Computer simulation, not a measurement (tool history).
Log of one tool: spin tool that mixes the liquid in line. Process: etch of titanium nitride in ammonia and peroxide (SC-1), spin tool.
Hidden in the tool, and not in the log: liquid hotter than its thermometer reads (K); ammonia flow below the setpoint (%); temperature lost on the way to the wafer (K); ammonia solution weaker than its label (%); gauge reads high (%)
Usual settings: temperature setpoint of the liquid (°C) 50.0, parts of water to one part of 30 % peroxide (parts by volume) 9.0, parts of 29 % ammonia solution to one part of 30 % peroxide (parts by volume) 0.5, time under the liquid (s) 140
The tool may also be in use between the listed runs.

run,day,temperature setpoint of the liquid (°C),parts of water to one part of 30 % peroxide (parts by volume),parts of 29 % ammonia solution to one part of 30 % peroxide (parts by volume),time under the liquid (s),wafers since the last listed run,hours since the thermometer was replaced,hours since the ammonia flow meter was replaced,hours since the heated supply line was repaired,hours since the drum of ammonia solution was connected,hours since the gauge calibration,"read-back film thickness of the titanium nitride reference wafer, read on the same gauge (nm)",thickness taken off the titanium nitride on a monitor wafer (nm)
1,0.000,50.0,9.0,0.5,140,0,553.9,1163.8,3320.5,787.9,117.6,59.95,18.10
2,0.350,50.0,9.0,0.5,140,85,562.3,1172.2,3328.9,796.3,126.0,60.00,18.27
3,0.792,52.0,5.5,0.5,140,107,572.9,1182.8,3339.5,806.9,136.6,59.98,26.38
# day 1.154: gauge calibrated
4,1.504,52.0,5.5,0.5,140,173,590.0,1199.9,3356.6,824.0,8.4,60.06,26.29
5,1.946,52.0,5.5,0.5,140,107,600.6,1210.5,3367.2,834.6,19.0,60.03,26.88
6,2.562,50.0,9.0,0.5,140,150,615.4,1225.3,3382.0,849.4,33.8,59.98,18.35
7,2.879,50.0,9.0,0.5,140,77,623.0,1232.9,3389.6,857.0,41.4,60.01,18.43
# day 3.483: new drum of ammonia solution connected
8,3.675,50.0,9.0,0.5,140,183,642.1,1252.0,3408.7,4.6,60.5,60.03,18.70
9,3.975,50.0,9.0,0.5,140,73,649.3,1259.2,3415.9,11.8,67.7,60.02,18.38
10,4.562,50.0,9.0,0.3,140,143,663.4,1273.3,3430.0,25.9,81.8,60.00,16.89
11,4.867,47.5,12.5,0.5,210,74,670.7,1280.6,3437.3,33.2,89.1,60.03,19.75
12,5.196,44.0,7.5,0.3,70,80,678.6,1288.5,3445.2,41.1,97.0,59.98,6.12
13,5.925,50.0,9.0,0.5,140,177,696.1,1306.0,3462.7,58.6,114.5,59.98,18.48
14,6.383,50.0,9.0,0.5,140,111,707.1,1317.0,3473.7,69.6,125.5,60.00,18.51
# day 6.604: ammonia flow meter replaced
15,6.762,45.5,9.0,0.7,65,82,716.2,3.8,3482.8,78.7,134.6,60.02,6.71
# day 7.088: gauge calibrated
16,7.192,53.0,9.0,0.5,140,104,726.5,14.1,3493.1,89.0,2.5,59.97,23.09
# day 7.454: heated supply line repaired
# day 7.667: thermometer replaced
17,7.688,45.5,9.0,0.5,140,100,0.5,26.0,5.6,100.9,14.4,59.99,11.73

Run 18 comes next. What will it give?
18,9.925,40.0,5.0,0.4,65,545,54.2,79.7,59.3,154.6,68.1,?,?

{"run 18": {"read-back film thickness of the titanium nitride reference wafer, read on the same gauge (nm)": 60.03, "thickness taken off the titanium nitride on a monitor wafer (nm)": 4.81}}
Without the tool's hidden state the same run would have given thickness taken off the titanium nitride on a monitor wafer (nm) 4.53.
